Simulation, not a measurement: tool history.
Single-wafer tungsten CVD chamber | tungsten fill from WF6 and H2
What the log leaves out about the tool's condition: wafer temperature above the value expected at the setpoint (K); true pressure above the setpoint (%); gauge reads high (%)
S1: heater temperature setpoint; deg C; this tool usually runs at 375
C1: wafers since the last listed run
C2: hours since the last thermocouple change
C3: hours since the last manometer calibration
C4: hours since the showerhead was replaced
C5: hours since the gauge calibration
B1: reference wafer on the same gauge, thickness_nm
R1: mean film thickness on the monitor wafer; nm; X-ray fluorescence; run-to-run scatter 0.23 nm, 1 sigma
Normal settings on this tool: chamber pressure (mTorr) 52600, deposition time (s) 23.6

{"run": 1, "hour": 0.0, "S1": 375, "chamber pressure (mTorr)": 52600, "deposition time (s)": 23.6, "C1": 0, "C2": 1438.1, "C3": 2346.3, "C4": 3877.7, "C5": 724.3, "B1": 58.52, "R1": 54.657}
{"run": 2, "hour": 25.6, "S1": 375, "chamber pressure (mTorr)": 52600, "deposition time (s)": 23.6, "C1": 560, "C2": 1463.7, "C3": 2371.9, "C4": 3903.3, "C5": 749.9, "B1": 58.449, "R1": 54.154}
{"run": 3, "hour": 84.4, "S1": 375, "chamber pressure (mTorr)": 52600, "deposition time (s)": 23.6, "C1": 1286, "C2": 1522.5, "C3": 2430.7, "C4": 3962.1, "C5": 808.7, "B1": 58.476, "R1": 55.077}
{"run": 4, "hour": 110.6, "S1": 375, "chamber pressure (mTorr)": 52600, "deposition time (s)": 22.3, "C1": 573, "C2": 1548.7, "C3": 2456.9, "C4": 3988.3, "C5": 834.9, "B1": 58.542, "R1": 51.718}
{"hour": 155.1, "done": "showerhead replaced"}
{"run": 5, "hour": 155.6, "S1": 375, "chamber pressure (mTorr)": 52600, "deposition time (s)": 22.3, "C1": 809, "C2": 1593.7, "C3": 2501.9, "C4": 0.5, "C5": 879.9, "B1": 58.48, "R1": 51.786}
{"run": 6, "hour": 200.4, "S1": 375, "chamber pressure (mTorr)": 52600, "deposition time (s)": 23.6, "C1": 980, "C2": 1638.5, "C3": 2546.7, "C4": 45.3, "C5": 924.7, "B1": 58.603, "R1": 54.681}
{"run": 7, "hour": 266.0, "S1": 375, "chamber pressure (mTorr)": 52600, "deposition time (s)": 23.6, "C1": 1435, "C2": 1704.1, "C3": 2612.3, "C4": 110.9, "C5": 990.3, "B1": 58.469, "R1": 54.163}
{"run": 8, "hour": 315.0, "S1": 375, "chamber pressure (mTorr)": 52600, "deposition time (s)": 23.6, "C1": 1072, "C2": 1753.1, "C3": 2661.3, "C4": 159.9, "C5": 1039.3, "B1": 58.498, "R1": 54.527}
{"hour": 367.3, "done": "capacitance manometer re-zeroed and calibrated"}
{"run": 9, "hour": 367.8, "S1": 375, "chamber pressure (mTorr)": 52600, "deposition time (s)": 23.6, "C1": 980, "C2": 1805.9, "C3": 0.5, "C4": 212.7, "C5": 1092.1, "B1": 58.393, "R1": 52.749}
{"run": 10, "hour": 395.1, "S1": 369, "chamber pressure (mTorr)": 52600, "deposition time (s)": 23.6, "C1": 597, "C2": 1833.2, "C3": 27.8, "C4": 240.0, "C5": 1119.4, "B1": 58.507, "R1": 46.255}
{"run": 11, "hour": 442.9, "S1": 375, "chamber pressure (mTorr)": 52600, "deposition time (s)": 21.6, "C1": 1045, "C2": 1881.0, "C3": 75.6, "C4": 287.8, "C5": 1167.2, "B1": 58.547, "R1": 48.532}
{"hour": 460.5, "done": "thermocouple changed; heater temperature recalibrated"}
{"run": 12, "hour": 501.4, "S1": 371, "chamber pressure (mTorr)": 52600, "deposition time (s)": 23.6, "C1": 1104, "C2": 40.9, "C3": 134.1, "C4": 346.3, "C5": 1225.7, "B1": 58.474, "R1": 49.986}
{"run": 13, "hour": 557.9, "S1": 375, "chamber pressure (mTorr)": 47500, "deposition time (s)": 21.3, "C1": 1236, "C2": 97.4, "C3": 190.6, "C4": 402.8, "C5": 1282.2, "B1": 58.41, "R1": 47.036}
{"run": 14, "hour": 592.7, "S1": 365, "chamber pressure (mTorr)": 43600, "deposition time (s)": 23.6, "C1": 761, "C2": 132.2, "C3": 225.4, "C4": 437.6, "C5": 1317.0, "B1": 58.531, "R1": 39.613}
{"run": 15, "hour": 651.6, "S1": 368, "chamber pressure (mTorr)": 52600, "deposition time (s)": 23.6, "C1": 1288, "C2": 191.1, "C3": 284.3, "C4": 496.5, "C5": 1375.9, "B1": 58.56, "R1": 46.53}
{"run": 16, "hour": 719.3, "S1": 375, "chamber pressure (mTorr)": 59900, "deposition time (s)": 22.0, "C1": 1481, "C2": 258.8, "C3": 352.0, "C4": 564.2, "C5": 1443.6, "B1": 58.487, "R1": 54.114}
{"run": 17, "hour": 785.7, "S1": 375, "chamber pressure (mTorr)": 52600, "deposition time (s)": 20.8, "C1": 1452, "C2": 325.2, "C3": 418.4, "C4": 630.6, "C5": 1510.0, "B1": 58.405, "R1": 47.784}
{"run": 18, "hour": 832.9, "S1": 387, "chamber pressure (mTorr)": 46700, "deposition time (s)": 20.9, "C1": 1032, "C2": 372.4, "C3": 465.6, "C4": 677.8, "C5": 1557.2, "B1": 58.528, "R1": 59.715}
{"run": 19, "hour": 893.9, "S1": 375, "chamber pressure (mTorr)": 61900, "deposition time (s)": 19.8, "C1": 1334, "C2": 433.4, "C3": 526.6, "C4": 738.8, "C5": 1618.2, "B1": 58.384, "R1": 49.156}
{"run": 20, "hour": 951.9, "S1": 375, "chamber pressure (mTorr)": 52600, "deposition time (s)": 23.6, "C1": 1269, "C2": 491.4, "C3": 584.6, "C4": 796.8, "C5": 1676.2, "B1": 58.471, "R1": 54.38}
{"run": 21, "hour": 1005.7, "S1": 368, "chamber pressure (mTorr)": 47500, "deposition time (s)": 19.1, "C1": 1177, "C2": 545.2, "C3": 638.4, "C4": 850.6, "C5": 1730.0, "B1": 58.605, "R1": 35.48}
{"run": 22, "hour": 1065.3, "S1": 375, "chamber pressure (mTorr)": 52600, "deposition time (s)": 23.6, "C1": 1304, "C2": 604.8, "C3": 698.0, "C4": 910.2, "C5": 1789.6, "B1": 58.423, "R1": 54.506}
{"run": 23, "hour": 1118.6, "S1": 375, "chamber pressure (mTorr)": 52600, "deposition time (s)": 23.6, "C1": 1166, "C2": 658.1, "C3": 751.3, "C4": 963.5, "C5": 1842.9, "B1": 58.399, "R1": 54.026}
{"hour": 1157.3, "done": "gauge calibrated"}
{"run": 24, "hour": 1174.1, "S1": 371, "chamber pressure (mTorr)": 46100, "deposition time (s)": 24.8, "C1": 1214, "C2": 713.6, "C3": 806.8, "C4": 1019.0, "C5": 16.8, "B1": 58.562, "R1": 48.714}
{"run": 25, "hour": 1208.3, "S1": 388, "chamber pressure (mTorr)": 52600, "deposition time (s)": 23.6, "C1": 748, "C2": 747.8, "C3": 841.0, "C4": 1053.2, "C5": 51.0, "B1": 58.571, "R1": 72.438}
{"run": 26, "hour": 1240.6, "S1": 380, "chamber pressure (mTorr)": 52600, "deposition time (s)": 27.8, "C1": 706, "C2": 780.1, "C3": 873.3, "C4": 1085.5, "C5": 83.3, "B1": 58.47, "R1": 71.779}
{"run": 27, "hour": 1306.4, "S1": 380, "chamber pressure (mTorr)": 61300, "deposition time (s)": 20.3, "C1": 1439, "C2": 845.9, "C3": 939.1, "C4": 1151.3, "C5": 149.1, "B1": 58.608, "R1": 55.731}
{"run": 28, "hour": 1341.4, "S1": 384, "chamber pressure (mTorr)": 52600, "deposition time (s)": 23.6, "C1": 765, "C2": 880.9, "C3": 974.1, "C4": 1186.3, "C5": 184.1, "B1": 58.504, "R1": 66.025}
{"run": 29, "hour": 1403.2, "S1": 365, "chamber pressure (mTorr)": 58300, "deposition time (s)": 21.5, "C1": 1352, "C2": 942.7, "C3": 1035.9, "C4": 1248.1, "C5": 245.9, "B1": 58.578, "R1": 40.919}
{"run": 30, "hour": 1461.0, "S1": 380, "chamber pressure (mTorr)": 52600, "deposition time (s)": 27.8, "C1": 1264, "C2": 1000.5, "C3": 1093.7, "C4": 1305.9, "C5": 303.7, "B1": 58.501, "R1": 71.541}
{"run": 31, "hour": 1522.7, "S1": 375, "chamber pressure (mTorr)": 52600, "deposition time (s)": 27.7, "C1": 1350, "C2": 1062.2, "C3": 1155.4, "C4": 1367.6, "C5": 365.4, "B1": 58.392, "R1": 63.189}
{"run": 32, "hour": 1556.4, "S1": 375, "chamber pressure (mTorr)": 65100, "deposition time (s)": 20.7, "C1": 737, "C2": 1095.9, "C3": 1189.1, "C4": 1401.3, "C5": 399.1, "B1": 58.355, "R1": 52.596}
{"run": 33, "hour": 1603.5, "S1": 382, "chamber pressure (mTorr)": 44300, "deposition time (s)": 27.0, "C1": 1030, "C2": 1143.0, "C3": 1236.2, "C4": 1448.4, "C5": 446.2, "B1": 58.547, "R1": 66.708}
{"run": 34, "hour": 1640.4, "S1": 375, "chamber pressure (mTorr)": 56800, "deposition time (s)": 25.2, "C1": 807, "C2": 1179.9, "C3": 1273.1, "C4": 1485.3, "C5": 483.1, "B1": 58.461, "R1": 59.789}

Hidden condition of the tool, last listed run before each entry between runs versus first listed run after:
Between runs 4 and 5: showerhead replaced (hour 155.1)
  wafer temperature above the value expected at the setpoint (K): -1.44 -> -1.48; true pressure above the setpoint (%): 6.93 -> 7.21
  difference, measured minus the result without the unlogged condition, R1: -0.108 -> -0.097 nm
Between runs 8 and 9: capacitance manometer re-zeroed and calibrated (hour 367.3)
  wafer temperature above the value expected at the setpoint (K): -1.63 -> -1.68; true pressure above the setpoint (%): 8.24 -> 1.78
  difference, measured minus the result without the unlogged condition, R1: -0.054 -> -1.641 nm
Between runs 11 and 12: thermocouple changed; heater temperature recalibrated (hour 460.5)
  wafer temperature above the value expected at the setpoint (K): -1.75 -> -0.199; true pressure above the setpoint (%): 1.78 -> 1.8
  difference, measured minus the result without the unlogged condition, R1: -1.591 -> +0.181 nm
Between runs 23 and 24: gauge calibrated (hour 1157.3)
  wafer temperature above the value expected at the setpoint (K): -0.789 -> -0.842; true pressure above the setpoint (%): 2.48 -> 2.59
  difference, measured minus the result without the unlogged condition, R1: -0.370 -> -0.371 nm

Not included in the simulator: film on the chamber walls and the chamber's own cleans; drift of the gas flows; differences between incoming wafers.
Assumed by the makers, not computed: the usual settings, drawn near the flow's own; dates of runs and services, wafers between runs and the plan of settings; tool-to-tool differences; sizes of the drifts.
